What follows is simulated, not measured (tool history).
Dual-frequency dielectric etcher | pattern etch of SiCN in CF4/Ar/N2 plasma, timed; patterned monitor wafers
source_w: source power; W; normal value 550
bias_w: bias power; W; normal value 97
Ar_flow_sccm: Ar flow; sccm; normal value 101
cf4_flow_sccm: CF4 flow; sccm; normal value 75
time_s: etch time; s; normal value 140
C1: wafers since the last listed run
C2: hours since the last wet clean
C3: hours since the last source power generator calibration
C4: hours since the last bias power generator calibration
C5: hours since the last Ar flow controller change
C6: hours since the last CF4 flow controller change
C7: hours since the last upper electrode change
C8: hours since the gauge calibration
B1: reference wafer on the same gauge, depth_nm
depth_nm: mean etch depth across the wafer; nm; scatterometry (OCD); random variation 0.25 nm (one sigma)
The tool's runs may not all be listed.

{"run": 1, "hour": 0.0, "source_w": 550, "bias_w": 97, "Ar_flow_sccm": 101, "cf4_flow_sccm": 75, "time_s": 140, "C1": 0, "C2": 465, "C3": 4141.4, "C4": 2874.2, "C5": 3152.6, "C6": 3545.6, "C7": 4282, "C8": 249.7, "B1": 133.1, "depth_nm": 168.9}
{"hour": 15.2, "done": "Ar flow controller replaced"}
{"run": 2, "hour": 15.7, "source_w": 550, "bias_w": 92, "Ar_flow_sccm": 85, "cf4_flow_sccm": 75, "time_s": 140, "C1": 70, "C2": 480.7, "C3": 4157.1, "C4": 2889.9, "C5": 0.5, "C6": 3561.3, "C7": 4297.7, "C8": 265.4, "B1": 133, "depth_nm": 169.2}
{"run": 3, "hour": 21.7, "source_w": 550, "bias_w": 97, "Ar_flow_sccm": 101, "cf4_flow_sccm": 75, "time_s": 140, "C1": 43, "C2": 486.7, "C3": 4163.1, "C4": 2895.9, "C5": 6.5, "C6": 3567.3, "C7": 4303.7, "C8": 271.4, "B1": 133, "depth_nm": 169.3}
{"run": 4, "hour": 31.9, "source_w": 550, "bias_w": 97, "Ar_flow_sccm": 101, "cf4_flow_sccm": 65, "time_s": 140, "C1": 74, "C2": 496.9, "C3": 4173.3, "C4": 2906.1, "C5": 16.7, "C6": 3577.5, "C7": 4313.9, "C8": 281.6, "B1": 133, "depth_nm": 164.3}
{"run": 5, "hour": 39.0, "source_w": 550, "bias_w": 97, "Ar_flow_sccm": 101, "cf4_flow_sccm": 65, "time_s": 140, "C1": 51, "C2": 504, "C3": 4180.4, "C4": 2913.2, "C5": 23.8, "C6": 3584.6, "C7": 4321, "C8": 288.7, "B1": 133, "depth_nm": 164.2}
{"run": 6, "hour": 46.5, "source_w": 550, "bias_w": 97, "Ar_flow_sccm": 101, "cf4_flow_sccm": 65, "time_s": 140, "C1": 54, "C2": 511.5, "C3": 4187.9, "C4": 2920.7, "C5": 31.3, "C6": 3592.1, "C7": 4328.5, "C8": 296.2, "B1": 133, "depth_nm": 164.7}
{"run": 7, "hour": 58.6, "source_w": 550, "bias_w": 97, "Ar_flow_sccm": 101, "cf4_flow_sccm": 75, "time_s": 140, "C1": 88, "C2": 523.6, "C3": 4200, "C4": 2932.8, "C5": 43.4, "C6": 3604.2, "C7": 4340.6, "C8": 308.3, "B1": 133, "depth_nm": 169.5}
{"hour": 77.9, "done": "source power generator calibrated"}
{"run": 8, "hour": 78.4, "source_w": 550, "bias_w": 97, "Ar_flow_sccm": 101, "cf4_flow_sccm": 66, "time_s": 156, "C1": 115, "C2": 543.4, "C3": 0.5, "C4": 2952.6, "C5": 63.2, "C6": 3624, "C7": 4360.4, "C8": 328.1, "B1": 133, "depth_nm": 184.1}
{"run": 9, "hour": 83.0, "source_w": 500, "bias_w": 97, "Ar_flow_sccm": 113, "cf4_flow_sccm": 62, "time_s": 106, "C1": 33, "C2": 548, "C3": 5.1, "C4": 2957.2, "C5": 67.8, "C6": 3628.6, "C7": 4365, "C8": 332.7, "B1": 133, "depth_nm": 112}
{"run": 10, "hour": 95.6, "source_w": 550, "bias_w": 97, "Ar_flow_sccm": 101, "cf4_flow_sccm": 75, "time_s": 140, "C1": 91, "C2": 560.6, "C3": 17.7, "C4": 2969.8, "C5": 80.4, "C6": 3641.2, "C7": 4377.6, "C8": 345.3, "B1": 133.1, "depth_nm": 169.8}
{"hour": 111.1, "done": "gauge calibrated"}
{"hour": 111.4, "done": "CF4 flow controller replaced"}
{"run": 11, "hour": 111.9, "source_w": 550, "bias_w": 97, "Ar_flow_sccm": 84, "cf4_flow_sccm": 70, "time_s": 140, "C1": 75, "C2": 576.9, "C3": 34, "C4": 2986.1, "C5": 96.7, "C6": 0.5, "C7": 4393.9, "C8": 0.8, "B1": 133, "depth_nm": 170.9}
{"hour": 136.1, "done": "bias power generator calibrated"}
{"hour": 157.2, "done": "upper electrode replaced"}
{"hour": 179.0, "done": "wet clean of the chamber"}
{"run": 12, "hour": 179.5, "source_w": 550, "bias_w": 90, "Ar_flow_sccm": 101, "cf4_flow_sccm": 75, "time_s": 140, "C1": 150, "C2": 0.5, "C3": 101.6, "C4": 43.4, "C5": 164.3, "C6": 68.1, "C7": 22.3, "C8": 68.4, "B1": 133.1, "depth_nm": 161.2}
{"run": 13, "hour": 179.8, "source_w": 460, "bias_w": 97, "Ar_flow_sccm": 101, "cf4_flow_sccm": 75, "time_s": 140, "C1": 2, "C2": 0.8, "C3": 101.9, "C4": 43.7, "C5": 164.6, "C6": 68.4, "C7": 22.6, "C8": 68.7, "B1": 133.1, "depth_nm": 139.9}
{"run": 14, "hour": 180.2, "source_w": 600, "bias_w": 97, "Ar_flow_sccm": 101, "cf4_flow_sccm": 75, "time_s": 140, "C1": 2, "C2": 1.2, "C3": 102.3, "C4": 44.1, "C5": 165, "C6": 68.8, "C7": 23, "C8": 69.1, "B1": 133, "depth_nm": 177.5}
{"run": 15, "hour": 180.6, "source_w": 550, "bias_w": 97, "Ar_flow_sccm": 101, "cf4_flow_sccm": 75, "time_s": 140, "C1": 2, "C2": 1.6, "C3": 102.7, "C4": 44.5, "C5": 165.4, "C6": 69.2, "C7": 23.4, "C8": 69.5, "B1": 132.9, "depth_nm": 164.1}
{"run": 16, "hour": 187.6, "source_w": 550, "bias_w": 97, "Ar_flow_sccm": 89, "cf4_flow_sccm": 75, "time_s": 140, "C1": 50, "C2": 8.6, "C3": 109.7, "C4": 51.5, "C5": 172.4, "C6": 76.2, "C7": 30.4, "C8": 76.5, "B1": 133, "depth_nm": 167.1}
{"run": 17, "hour": 195.4, "source_w": 550, "bias_w": 97, "Ar_flow_sccm": 84, "cf4_flow_sccm": 70, "time_s": 140, "C1": 56, "C2": 16.4, "C3": 117.5, "C4": 59.3, "C5": 180.2, "C6": 84, "C7": 38.2, "C8": 84.3, "B1": 132.9, "depth_nm": 165.6}
{"run": 18, "hour": 211.0, "source_w": 550, "bias_w": 97, "Ar_flow_sccm": 101, "cf4_flow_sccm": 85, "time_s": 140, "C1": 113, "C2": 32, "C3": 133.1, "C4": 74.9, "C5": 195.8, "C6": 99.6, "C7": 53.8, "C8": 99.9, "B1": 132.9, "depth_nm": 168.3}
{"run": 19, "hour": 228.6, "source_w": 670, "bias_w": 97, "Ar_flow_sccm": 101, "cf4_flow_sccm": 75, "time_s": 178, "C1": 128, "C2": 49.6, "C3": 150.7, "C4": 92.5, "C5": 213.4, "C6": 117.2, "C7": 71.4, "C8": 117.5, "B1": 132.9, "depth_nm": 250}
{"run": 20, "hour": 234.7, "source_w": 550, "bias_w": 97, "Ar_flow_sccm": 119, "cf4_flow_sccm": 75, "time_s": 140, "C1": 44, "C2": 55.7, "C3": 156.8, "C4": 98.6, "C5": 219.5, "C6": 123.3, "C7": 77.5, "C8": 123.6, "B1": 133, "depth_nm": 161}
{"run": 21, "hour": 243.6, "source_w": 490, "bias_w": 119, "Ar_flow_sccm": 101, "cf4_flow_sccm": 93, "time_s": 123, "C1": 64, "C2": 64.6, "C3": 165.7, "C4": 107.5, "C5": 228.4, "C6": 132.2, "C7": 86.4, "C8": 132.5, "B1": 132.9, "depth_nm": 143.7}
{"run": 22, "hour": 252.4, "source_w": 550, "bias_w": 97, "Ar_flow_sccm": 101, "cf4_flow_sccm": 81, "time_s": 140, "C1": 64, "C2": 73.4, "C3": 174.5, "C4": 116.3, "C5": 237.2, "C6": 141, "C7": 95.2, "C8": 141.3, "B1": 132.9, "depth_nm": 167}

Here are 3 independent what-if runs from the current tool condition. What would each one return?
{"run": "A", "hour": 252.9, "source_w": 550, "bias_w": 97, "Ar_flow_sccm": 101, "cf4_flow_sccm": 75, "time_s": 140, "C1": 3, "C2": 73.9, "C3": 175, "C4": 116.8, "C5": 237.7, "C6": 141.5, "C7": 95.7, "C8": 141.8, "B1": "?", "depth_nm": "?"}
{"run": "B", "hour": 252.9, "source_w": 590, "bias_w": 97, "Ar_flow_sccm": 101, "cf4_flow_sccm": 92, "time_s": 112, "C1": 3, "C2": 73.9, "C3": 175, "C4": 116.8, "C5": 237.7, "C6": 141.5, "C7": 95.7, "C8": 141.8, "B1": "?", "depth_nm": "?"}
{"run": "C", "hour": 252.9, "source_w": 470, "bias_w": 97, "Ar_flow_sccm": 90, "cf4_flow_sccm": 58, "time_s": 140, "C1": 3, "C2": 73.9, "C3": 175, "C4": 116.8, "C5": 237.7, "C6": 141.5, "C7": 95.7, "C8": 141.8, "B1": "?", "depth_nm": "?"}

run=A B1=133 depth_nm=164.5
run=B B1=133 depth_nm=145
run=C B1=133 depth_nm=137.9
Without the tool's hidden state the same runs would have given:
run=A depth_nm=164.9
run=B depth_nm=145.4
run=C depth_nm=138.2
